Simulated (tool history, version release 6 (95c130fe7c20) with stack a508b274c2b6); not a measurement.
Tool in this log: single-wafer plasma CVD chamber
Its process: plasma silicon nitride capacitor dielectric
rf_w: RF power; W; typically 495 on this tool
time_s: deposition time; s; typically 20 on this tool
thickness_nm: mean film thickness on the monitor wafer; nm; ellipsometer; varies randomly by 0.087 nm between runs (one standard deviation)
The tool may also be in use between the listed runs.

run,hour,rf_w,time_s,wafers since the last listed run,hours since the last RF generator calibration,hours since the showerhead was replaced,hours since the gauge calibration,"read-back reference wafer on the same gauge, thickness_nm",thickness_nm
1,0,495,20,0,854.4,5883.5,238.6,25.182,27.984
2,58.7,520,22.4,2130,913.1,5942.2,297.3,25.19,32.024
3,85.1,495,20,958,939.5,5968.6,323.7,25.204,27.932
4,103.3,495,20,660,957.7,5986.8,341.9,25.199,27.878
# hour 119.3: gauge calibrated
5,129.4,535,19,947,983.8,6012.9,10.1,25.198,27.398
6,150.7,495,21.3,773,1005.1,6034.2,31.4,25.199,29.912
7,172.6,525,20,794,1027,6056.1,53.3,25.181,28.623
8,205.4,525,20,1190,1059.8,6088.9,86.1,25.18,28.552
9,229.1,525,20,860,1083.5,6112.6,109.8,25.215,28.619
10,251.7,495,21.1,820,1106.1,6135.2,132.4,25.2,29.373
11,279.5,495,21.1,1009,1133.9,6163,160.2,25.223,29.569
12,291.7,495,20,442,1146.1,6175.2,172.4,25.212,27.899
13,320.4,495,20,1041,1174.8,6203.9,201.1,25.204,27.908
14,353.8,410,16.1,1212,1208.2,6237.3,234.5,25.209,20.68
15,371,495,20,624,1225.4,6254.5,251.7,25.168,27.908
16,390.9,450,20,722,1245.3,6274.4,271.6,25.193,26.767
# hour 419.6: showerhead replaced
# hour 425.7: RF generator calibrated
17,426.2,565,16.3,768,0.5,6.6,306.9,25.19,24.945
# hour 460.6: gauge calibrated
18,481.3,435,23.2,1999,55.6,61.7,20.7,25.199,31.554
19,508.1,465,20,972,82.4,88.5,47.5,25.185,27.876
20,531.2,530,21.2,838,105.5,111.6,70.6,25.211,31.321
21,554.2,495,20,834,128.5,134.6,93.6,25.207,28.408
22,576.7,585,21.9,816,151,157.1,116.1,25.201,33.49

Here are 5 independent what-if runs from the current tool condition. What would each one return?
A,577.1,495,20,14,151.4,157.5,116.5,?,?
B,577.1,575,17.2,14,151.4,157.5,116.5,?,?
C,577.1,590,22.7,14,151.4,157.5,116.5,?,?
D,577.1,455,22.4,14,151.4,157.5,116.5,?,?
E,577.1,495,16.3,14,151.4,157.5,116.5,?,?

run,"read-back reference wafer on the same gauge, thickness_nm",thickness_nm
A,25.218,28.631
B,25.218,26.195
C,25.218,34.93
D,25.218,30.917
E,25.218,23.334
With the hidden condition removed and each run's random variation left untouched, the same runs would have given:
run,thickness_nm
A,29.073
B,26.6
C,35.47
D,31.395
E,23.695
